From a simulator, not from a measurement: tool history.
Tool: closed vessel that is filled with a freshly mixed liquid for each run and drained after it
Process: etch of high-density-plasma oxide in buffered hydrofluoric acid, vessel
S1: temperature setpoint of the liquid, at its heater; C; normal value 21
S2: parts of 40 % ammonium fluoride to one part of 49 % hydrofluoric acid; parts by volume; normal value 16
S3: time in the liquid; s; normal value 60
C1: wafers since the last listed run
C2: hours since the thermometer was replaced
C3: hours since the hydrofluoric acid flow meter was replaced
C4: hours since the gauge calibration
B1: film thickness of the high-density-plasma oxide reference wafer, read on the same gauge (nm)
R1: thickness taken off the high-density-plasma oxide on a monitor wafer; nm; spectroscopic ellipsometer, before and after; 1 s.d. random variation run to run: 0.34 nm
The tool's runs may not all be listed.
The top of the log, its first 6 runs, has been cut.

run,hour,S1,S2,S3,C1,C2,C3,C4,B1,R1
7,171.2,21,16,85,4824,2598.8,1702.1,1139.9,90,58.39
8,202.6,21,11.5,60,4590,2630.2,1733.5,1171.3,90,55.29
# hour 211.6: thermometer replaced
9,237.3,18.5,20.5,60,4926,25.7,1768.2,1206,90.01,28.45
10,266.6,21,16,60,4283,55,1797.5,1235.3,90,40.93
11,283.6,21,10.5,60,2485,72,1814.5,1252.3,89.97,61.67
# hour 287.7: gauge calibrated
12,302.8,21,16,60,2807,91.2,1833.7,15.1,89.99,40.26
13,338.1,23,21.5,90,5160,126.5,1869,50.4,90.02,53.58
14,363.8,21,16,60,3757,152.2,1894.7,76.1,89.98,39.55
15,377.6,21,16,60,2017,166,1908.5,89.9,90.01,40.14
# hour 385.5: hydrofluoric acid flow meter replaced
16,400,21,16,60,3128,188.4,14.5,112.3,90,43.88
17,429.5,24,13,60,4312,217.9,44,141.8,89.98,64.23
18,458.3,23,16,40,4210,246.7,72.8,170.6,90,32.9
19,478.9,21,16,60,3011,267.3,93.4,191.2,89.99,44.18
20,553.1,22.5,16,35,10847,341.5,167.6,265.4,90.01,27.58
21,643.4,21,16,60,13201,431.8,257.9,355.7,89.97,43.57
22,659,21,16,60,2280,447.4,273.5,371.3,89.99,43.42

What will run 23 give?
23,685.2,21,16,60,3830,473.6,299.7,397.5,?,?

B1: 89.99
R1: 43.38 nm
With no hidden state in the tool, this same run would have given R1 44.56 nm.
